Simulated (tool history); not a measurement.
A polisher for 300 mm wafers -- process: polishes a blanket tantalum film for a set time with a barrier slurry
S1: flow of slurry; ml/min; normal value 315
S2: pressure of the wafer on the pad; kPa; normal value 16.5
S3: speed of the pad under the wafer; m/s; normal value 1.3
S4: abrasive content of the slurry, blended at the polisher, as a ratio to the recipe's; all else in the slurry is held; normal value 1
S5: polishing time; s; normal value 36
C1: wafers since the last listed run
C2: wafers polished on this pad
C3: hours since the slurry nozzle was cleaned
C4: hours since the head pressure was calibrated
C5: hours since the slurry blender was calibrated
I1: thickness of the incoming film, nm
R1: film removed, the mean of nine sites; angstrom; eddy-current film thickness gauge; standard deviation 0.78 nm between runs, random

Run 1, hour 0: usual settings; C1 0; C2 213; C3 545.6; C4 917.2; C5 345; I1 471. Result: R1 881 angstrom.
Run 2, hour 13.7: usual settings but S4 1.1; C1 250; C2 463; C3 559.3; C4 930.9; C5 358.7; I1 474.9. Result: R1 913 angstrom.
Run 3, hour 31.6: usual settings but S4 1.1; C1 326; C2 790; C3 577.2; C4 948.8; C5 376.6; I1 470.4. Result: R1 893 angstrom.
Run 4, hour 45.2: usual settings but S4 1.1; C1 248; C2 1038; C3 590.8; C4 962.4; C5 390.2; I1 476.1. Result: R1 911 angstrom.
Run 5, hour 53.7: usual settings; C1 155; C2 1193; C3 599.3; C4 970.9; C5 398.7; I1 478. Result: R1 884 angstrom.
Run 6, hour 60.6: usual settings; C1 125; C2 1319; C3 606.2; C4 977.8; C5 405.6; I1 476.7. Result: R1 885 angstrom.
Run 7, hour 75.7: usual settings but S2 20 kPa; C1 275; C2 1594; C3 621.3; C4 992.9; C5 420.7; I1 466.6. Result: R1 1043 angstrom.
At hour 89.7: slurry blender recalibrated.
Run 8, hour 90.2: usual settings; C1 228; C2 1822; C3 635.8; C4 1007.4; C5 0.5; I1 475.4. Result: R1 880 angstrom.
At hour 93.9: head pressure recalibrated.
At hour 94.9: worn pad replaced by a new one.
Run 9, hour 131.5: usual settings but S3 1.74 m/s, S4 0.8; C1 699; C2 668; C3 677.1; C4 37.6; C5 41.8; I1 464.7. Result: R1 1074 angstrom.
Run 10, hour 147.1: usual settings but S1 260 ml/min, S2 13.8 kPa, S3 1.54 m/s, S5 31 s; C1 284; C2 952; C3 692.7; C4 53.2; C5 57.4; I1 476.3. Result: R1 728 angstrom.
At hour 161.4: slurry nozzle cleaned.
Run 11, hour 161.9: usual settings but S4 1.15; C1 251; C2 1204; C3 0.5; C4 68; C5 72.2; I1 462.4. Result: R1 929 angstrom.
Run 12, hour 178.1: usual settings but S3 0.98 m/s, S5 32 s; C1 295; C2 1500; C3 16.7; C4 84.2; C5 88.4; I1 473.8. Result: R1 635 angstrom.
At hour 195.1: worn pad replaced by a new one.
Run 13, hour 195.6: usual settings; C1 246; C2 9; C3 34.2; C4 101.7; C5 105.9; I1 474.9. Result: R1 881 angstrom.
Run 14, hour 200.2: usual settings but S2 11.7 kPa, S3 0.9 m/s, S4 0.75, S5 40 s; C1 83; C2 93; C3 38.8; C4 106.3; C5 110.5; I1 471. Result: R1 504 angstrom.
Run 15, hour 210.2: usual settings but S1 345 ml/min, S2 11 kPa, S3 1.14 m/s; C1 182; C2 275; C3 48.8; C4 116.3; C5 120.5; I1 479.1. Result: R1 553 angstrom.
Run 16, hour 222.8: usual settings; C1 229; C2 505; C3 61.4; C4 128.9; C5 133.1; I1 466.5. Result: R1 898 angstrom.
Run 17, hour 230.2: usual settings but S1 350 ml/min; C1 135; C2 640; C3 68.8; C4 136.3; C5 140.5; I1 477.3. Result: R1 876 angstrom.
Run 18, hour 245.7: usual settings but S1 220 ml/min, S3 1.08 m/s, S4 1.25, S5 30 s; C1 282; C2 923; C3 84.3; C4 151.8; C5 156; I1 466.9. Result: R1 662 angstrom.
Run 19, hour 261.3: usual settings but S2 19.3 kPa; C1 284; C2 1208; C3 99.9; C4 167.4; C5 171.6; I1 473. Result: R1 1031 angstrom.
Run 20, hour 269.8: usual settings but S4 0.75; C1 155; C2 1363; C3 108.4; C4 175.9; C5 180.1; I1 473.1. Result: R1 808 angstrom.
Run 21, hour 283: usual settings but S3 1.74 m/s, S4 0.8; C1 240; C2 1604; C3 121.6; C4 189.1; C5 193.3; I1 474.3. Result: R1 1031 angstrom.
At hour 294.9: worn pad replaced by a new one.
Run 22, hour 295.4: usual settings; C1 153; C2 8; C3 134; C4 201.5; C5 205.7; I1 468.4. Result: R1 892 angstrom.
Run 23, hour 298.6: usual settings but S5 31 s; C1 58; C2 67; C3 137.2; C4 204.7; C5 208.9; I1 477.5. Result: R1 753 angstrom.
Run 24, hour 311.4: usual settings but S2 13.1 kPa; C1 233; C2 300; C3 150; C4 217.5; C5 221.7; I1 470.5. Result: R1 722 angstrom.
Run 25, hour 321.5: usual settings but S2 11.7 kPa, S4 0.8; C1 184; C2 485; C3 160.1; C4 227.6; C5 231.8; I1 470.8. Result: R1 611 angstrom.
Run 26, hour 334.2: usual settings but S3 1.18 m/s, S5 47 s; C1 231; C2 716; C3 172.8; C4 240.3; C5 244.5; I1 478.5. Result: R1 1087 angstrom.
Run 27, hour 350.9: usual settings but S2 13.1 kPa, S3 0.96 m/s, S4 0.8; C1 304; C2 1021; C3 189.5; C4 257; C5 261.2; I1 472.9. Result: R1 534 angstrom.
Run 28, hour 358.8: usual settings but S2 20 kPa, S4 0.7; C1 144; C2 1165; C3 197.4; C4 264.9; C5 269.1; I1 473. Result: R1 946 angstrom.
Run 29, hour 370.8: usual settings; C1 218; C2 1384; C3 209.4; C4 276.9; C5 281.1; I1 471.5. Result: R1 901 angstrom.
Run 30, hour 379.6: usual settings but S4 0.85; C1 160; C2 1545; C3 218.2; C4 285.7; C5 289.9; I1 464. Result: R1 854 angstrom.

Run 31, settings as shown, results not yet in. Your forecast:
Run 31, hour 391.5: usual settings but S2 20 kPa, S5 46 s; C1 217; C2 1762; C3 230.1; C4 297.6; C5 301.8; I1 466.8. Result: R1 ?.

R1: 1339 angstrom
Had the tool carried no hidden state, the very same run would have given R1 1339 angstrom.
